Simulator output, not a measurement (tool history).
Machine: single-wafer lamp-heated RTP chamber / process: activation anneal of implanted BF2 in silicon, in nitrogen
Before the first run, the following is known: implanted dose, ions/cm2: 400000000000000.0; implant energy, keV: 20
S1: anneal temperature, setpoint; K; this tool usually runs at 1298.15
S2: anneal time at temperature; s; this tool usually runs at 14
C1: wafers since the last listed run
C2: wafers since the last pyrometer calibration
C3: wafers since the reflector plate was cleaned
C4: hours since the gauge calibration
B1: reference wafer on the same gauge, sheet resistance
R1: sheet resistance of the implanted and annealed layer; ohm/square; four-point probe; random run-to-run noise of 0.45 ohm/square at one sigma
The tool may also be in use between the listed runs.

run,hour,S1,S2,C1,C2,C3,C4,B1,R1
1,0,1274.15,20,0,1437,5100,36.3,242.93,301.13
# hour 15.2: pyrometer window cleaned and pyrometer calibrated
2,15.7,1274.15,20,141,8,5242,52,243.07,302.66
3,22.7,1274.15,20,128,137,5371,59,243.11,302.95
4,35.8,1298.15,14,241,378,5612,72.1,242.85,301.15
5,45.2,1298.15,14,173,551,5785,81.5,242.93,299.86
# hour 79.1: gauge calibrated
6,82.5,1298.15,14,686,1238,6472,3.4,243.05,298.92
7,100.2,1306.15,14,325,1564,6798,21.1,243.04,297.21
# hour 120.7: pyrometer window cleaned and pyrometer calibrated
8,121.2,1298.15,14,239,9,7037,42.1,242.99,300.07
# hour 129.3: reflector plate cleaned
9,129.8,1298.15,8,11,20,8,50.7,243.03,304.24
10,139,1298.15,14,169,189,177,59.9,243.06,301.22
11,155.7,1298.15,6,307,496,485,76.6,242.89,305
12,172.9,1287.15,18,316,813,801,93.8,243,300.29
13,185.8,1298.15,14,237,1050,1039,106.7,242.91,298.37
# hour 194.3: gauge calibrated
14,196,1318.15,22,187,1238,1226,1.7,242.95,290.38
15,209.9,1298.15,16,255,1494,1482,15.6,242.92,297.78

What if the next run were any one of these 4? Each begins from the tool's condition after run 15:
A,210.3,1298.15,20,7,1501,1490,16,?,?
B,210.3,1298.15,21,7,1501,1490,16,?,?
C,210.3,1285.15,14,7,1501,1490,16,?,?
D,210.3,1316.15,16,7,1501,1490,16,?,?

run,B1,R1
A,243.03,295.35
B,243.03,294.93
C,243.03,300.9
D,243.03,293.46
With the hidden condition removed and each run's random variation left untouched, the same runs would have given:
run,R1
A,297.7
B,297.31
C,302.74
D,295.39
